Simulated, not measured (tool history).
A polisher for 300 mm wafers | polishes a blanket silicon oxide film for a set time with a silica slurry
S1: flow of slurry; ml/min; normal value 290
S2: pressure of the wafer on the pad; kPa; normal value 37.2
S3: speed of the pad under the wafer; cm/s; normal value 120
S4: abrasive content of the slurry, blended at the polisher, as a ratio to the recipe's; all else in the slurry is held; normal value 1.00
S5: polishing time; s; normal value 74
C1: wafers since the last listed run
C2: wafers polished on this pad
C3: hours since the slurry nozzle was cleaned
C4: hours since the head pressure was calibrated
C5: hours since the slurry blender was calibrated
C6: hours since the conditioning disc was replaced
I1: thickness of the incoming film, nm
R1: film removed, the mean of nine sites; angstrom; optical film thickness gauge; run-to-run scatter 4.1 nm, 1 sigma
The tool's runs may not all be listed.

run	hour	S1	S2	S3	S4	S5	C1	C2	C3	C4	C5	C6	I1	R1
1	0.0	290	29.0	120	1.00	74	0	454	519.6	394.4	137.6	83.5	1386.5	2982
2	14.7	290	29.0	120	1.00	74	179	634	534.3	409.1	152.3	98.2	1359.7	3012
3	30.8	250	37.2	120	1.00	74	196	831	550.4	425.2	168.4	114.3	1335.9	3797
4	43.4	250	37.2	120	1.00	74	154	985	563.0	437.8	181.0	126.9	1371.7	3778
5	56.4	250	37.2	120	1.00	74	159	1144	576.0	450.8	194.0	139.9	1364.8	3751
6	62.7	290	37.2	120	1.00	74	77	1221	582.3	457.1	200.3	146.2	1369.9	3788
# hour 65.6: head pressure recalibrated
# hour 71.4: worn pad replaced by a new one
7	76.1	290	37.2	120	1.00	74	90	57	595.7	10.5	213.7	159.6	1352.6	3867
# hour 79.2: slurry nozzle cleaned
8	92.6	290	37.2	120	0.90	74	189	247	13.4	27.0	230.2	176.1	1354.9	3510
# hour 102.4: slurry blender recalibrated
9	103.3	235	42.1	134	1.00	89	106	353	24.1	37.7	0.9	186.8	1380.0	5200
10	119.8	355	37.2	120	1.15	74	201	555	40.6	54.2	17.4	203.3	1369.9	3998
# hour 124.2: conditioning disc replaced and pad reconditioned
# hour 138.0: slurry nozzle cleaned, repeated, since the last time left the tool worse
# hour 159.6: worn pad replaced by a new one
11	168.3	290	37.2	120	1.00	74	507	106	30.3	102.7	65.9	44.1	1340.2	3967
12	177.9	290	37.2	120	1.00	74	117	223	39.9	112.3	75.5	53.7	1364.4	3957
13	187.2	365	46.2	120	0.80	50	113	337	49.2	121.6	84.8	63.0	1343.5	3031
14	195.4	290	37.2	86	1.00	50	100	437	57.4	129.8	93.0	71.2	1348.8	2090
15	206.4	290	37.2	120	1.00	74	134	572	68.4	140.8	104.0	82.2	1343.8	3943
16	223.0	345	45.5	108	1.00	64	203	775	85.0	157.4	120.6	98.8	1358.2	3893
17	233.7	325	41.4	120	1.00	74	130	906	95.7	168.1	131.3	109.5	1379.7	4352
18	246.3	290	37.2	154	0.75	92	154	1060	108.3	180.7	143.9	122.1	1373.6	5182
# hour 271.7: worn pad replaced by a new one
19	293.3	370	37.2	136	1.00	81	526	264	155.3	227.7	190.9	169.1	1360.6	4727
# hour 298.1: slurry blender recalibrated
20	301.7	345	33.1	142	1.15	74	78	342	163.7	236.1	3.6	177.5	1352.9	4234
21	314.0	290	37.2	82	1.00	74	150	493	176.0	248.4	15.9	189.8	1361.7	2936
22	326.6	365	37.2	120	1.00	74	154	647	188.6	261.0	28.5	202.4	1357.2	3957
23	336.8	290	37.2	120	1.00	74	124	772	198.8	271.2	38.7	212.6	1339.3	3863
# hour 345.6: conditioning disc replaced and pad reconditioned
24	346.1	290	37.2	120	0.85	74	89	861	208.1	280.5	48.0	0.5	1367.7	3590
25	355.8	290	37.2	120	1.00	74	118	980	217.8	290.2	57.7	10.2	1344.3	3942

Branching from run 25: 5 alternative next runs. What would each branch give?
A	356.2	290	37.2	120	1.00	53	4	985	218.2	290.6	58.1	10.6	1374.9	?
B	356.2	290	37.2	120	0.85	56	4	985	218.2	290.6	58.1	10.6	1374.9	?
C	356.2	290	37.2	86	1.00	74	4	985	218.2	290.6	58.1	10.6	1374.9	?
D	356.2	345	28.3	120	1.20	74	4	985	218.2	290.6	58.1	10.6	1374.9	?
E	356.2	290	37.2	90	0.70	74	4	985	218.2	290.6	58.1	10.6	1374.9	?

run	R1
A	2828
B	2766
C	3068
D	3296
E	2657
Take away the tool's hidden state, keep each run's random variation, and the runs would have read:
run	R1
A	2885
B	2822
C	3130
D	3354
E	2711
